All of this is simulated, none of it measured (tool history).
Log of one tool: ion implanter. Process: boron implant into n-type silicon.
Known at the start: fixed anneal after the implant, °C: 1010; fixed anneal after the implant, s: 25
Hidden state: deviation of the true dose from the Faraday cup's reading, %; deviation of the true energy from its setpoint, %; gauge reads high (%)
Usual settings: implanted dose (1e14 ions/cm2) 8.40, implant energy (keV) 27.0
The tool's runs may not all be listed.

run,day,implanted dose (1e14 ions/cm2),implant energy (keV),wafers since the last listed run,hours since the last dose calibration,hours since the extraction supply was calibrated,hours since the gauge calibration,"read-back reference wafer on the same gauge, sheet resistance",sheet resistance of the implanted and annealed layer (ohm/square)
1,0.000,7.52,27.0,0,327.9,3258.9,490.8,146.03,144.22
2,1.367,8.40,27.0,777,360.7,3291.7,523.6,145.97,131.57
3,2.804,8.40,27.0,817,395.2,3326.2,558.1,146.13,130.51
4,3.912,8.40,27.0,630,421.8,3352.8,584.7,146.16,130.32
5,4.538,10.10,27.0,355,436.8,3367.8,599.7,146.24,112.91
6,5.567,8.40,27.0,585,461.5,3392.5,624.4,146.36,130.60
7,6.908,8.40,27.0,763,493.7,3424.7,656.6,146.23,130.59
8,7.571,8.40,27.0,376,509.6,3440.6,672.5,146.35,131.60
9,8.829,9.45,27.0,715,539.8,3470.8,702.7,146.37,118.89
10,9.583,9.45,27.0,429,557.9,3488.9,720.8,146.41,119.87
11,10.871,9.45,27.0,732,588.8,3519.8,751.7,146.31,118.14
12,11.417,8.40,27.0,310,601.9,3532.9,764.8,146.50,130.34
# day 11.442: gauge calibrated
13,12.654,8.40,27.0,704,631.6,3562.6,29.1,143.37,128.16
14,16.233,8.40,27.0,2036,717.5,3648.5,115.0,143.82,128.67
15,17.467,8.40,27.0,701,747.1,3678.1,144.6,144.32,128.75
16,18.258,8.40,27.0,450,766.1,3697.1,163.6,144.32,128.76
17,19.138,5.98,30.5,500,787.2,3718.2,184.7,144.78,169.97
18,20.429,8.40,27.0,734,818.2,3749.2,215.7,144.58,129.47
19,21.771,8.40,27.0,763,850.4,3781.4,247.9,145.10,128.98
20,23.167,8.40,18.0,794,883.9,3814.9,281.4,144.93,134.46
21,24.167,8.40,27.0,568,907.9,3838.9,305.4,145.48,130.49
# day 26.104: Faraday cup replaced and dose calibrated
22,27.258,9.35,30.5,1569,27.7,3913.1,379.6,145.62,117.75
# day 27.862: extraction supply calibrated
23,27.883,7.49,20.5,165,42.7,0.5,394.6,145.68,147.62
24,28.375,10.23,31.0,279,54.5,12.3,406.4,145.68,110.46
25,29.533,8.40,27.0,659,82.3,40.1,434.2,145.89,130.50
26,30.542,8.40,27.0,573,106.5,64.3,458.4,145.85,131.00
27,31.579,10.75,18.0,590,131.4,89.2,483.3,145.76,110.57
28,32.333,8.40,27.0,429,149.5,107.3,501.4,145.98,131.17
29,33.604,10.25,27.0,723,180.0,137.8,531.9,146.17,110.38
30,34.825,9.76,24.0,694,209.3,167.1,561.2,146.02,115.86
31,35.367,6.81,32.0,308,222.3,180.1,574.2,146.25,153.36
32,36.654,8.40,27.0,732,253.2,211.0,605.1,146.22,131.04

The same runs without the tool's hidden state, with the same run-to-run variation:
run,sheet resistance of the implanted and annealed layer (ohm/square)
1,141.23
2,128.77
3,127.67
4,127.45
5,110.40
6,127.67
7,127.62
8,128.59
9,116.14
10,117.09
11,115.37
12,127.27
13,128.03
14,127.73
15,127.59
16,127.47
17,168.09
18,127.86
19,127.21
20,132.45
21,128.44
22,115.67
23,144.96
24,108.44
25,128.04
26,128.47
27,108.39
28,128.54
29,108.12
30,113.45
31,150.15
32,128.25

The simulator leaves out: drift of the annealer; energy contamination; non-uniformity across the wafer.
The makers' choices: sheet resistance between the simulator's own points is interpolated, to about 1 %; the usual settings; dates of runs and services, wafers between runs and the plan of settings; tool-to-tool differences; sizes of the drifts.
